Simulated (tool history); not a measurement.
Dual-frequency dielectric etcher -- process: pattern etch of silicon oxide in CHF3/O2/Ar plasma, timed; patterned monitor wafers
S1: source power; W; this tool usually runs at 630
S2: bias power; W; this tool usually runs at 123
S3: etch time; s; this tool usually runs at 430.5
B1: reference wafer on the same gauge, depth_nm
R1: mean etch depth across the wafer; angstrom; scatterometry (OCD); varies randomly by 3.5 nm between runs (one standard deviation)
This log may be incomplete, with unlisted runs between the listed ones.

run    hour   S1   S2     S3     B1    R1
  1       0  630  123  430.5  849.2  7338
  2    93.7  630  123  430.5  848.5  7375
      353.7  -- wet clean of the chamber
  3   354.2  630  123  430.5    849  7684
  4   394.6  630  123  430.5  847.2  7579
  5   489.3  630  123  430.5  849.1  7611
  6   581.7  630  123    507  848.2  9023
      664.9  -- source power generator calibrated
  7   679.7  630  123    507  848.5  9073
  8   763.1  630  101  430.5  847.1  7443
      854.6  -- upper electrode replaced
      941.5  -- wet clean of the chamber, repeated, since the last time left the tool worse
  9  1075.9  630  101  430.5    848  7110
 10  1166.7  630  123  430.5  848.3  7226
 11  1255.5  630  123  430.5  845.7  7412
 12  1551.5  630  123  430.5  849.1  7351
 13  1596.5  630  123  305.5  847.7  5281
     1608.8  -- bias power generator calibrated
     1700.8  -- wet clean of the chamber
 14  1701.3  730  123  430.5  848.8  7647
 15  1723.3  720  147    383    849  6940
 16  1794.6  630  123  430.5  847.9  7290
 17  1884.8  670  123    544  848.3  9325
 18  1927.4  710  145  430.5  847.5  7779
 19    1991  720  147    314  849.3  5736
 20    2070  760  137    480  847.9  8889
 21  2141.9  730  138    398  847.8  7268
     2178.8  -- gauge calibrated
 22  2239.3  630  123  430.5  848.3  7427
     2305.9  -- wet clean of the chamber
 23  2315.1  630  143    457  847.2  7862
 24  2352.1  630  109  430.5  849.2  7086
 25  2636.6  760  144  430.5  846.6  7977
 26  2697.9  530  123    369  847.4  5919
 27  2795.9  780  123  430.5  846.5  7880
 28  2870.8  630  123  430.5  848.8  7343
 29  2939.8  630  123  430.5  847.7  7385

Each row is a separate what-if for the run after 29, all from the same tool condition, not one after another. Results?
  A  2940.3  630  123  430.5   ?   ?
  B  2940.3  740  123  430.5   ?   ?
  C  2940.3  630  123  323.5   ?   ?
  D  2940.3  760  123  430.5   ?   ?

run   B1    R1
  A  849  7433
  B  849  7823
  C  849  5585
  D  849  7891
Had the tool no hidden state, the same runs would have come out as:
run    R1
  A  7293
  B  7676
  C  5480
  D  7743
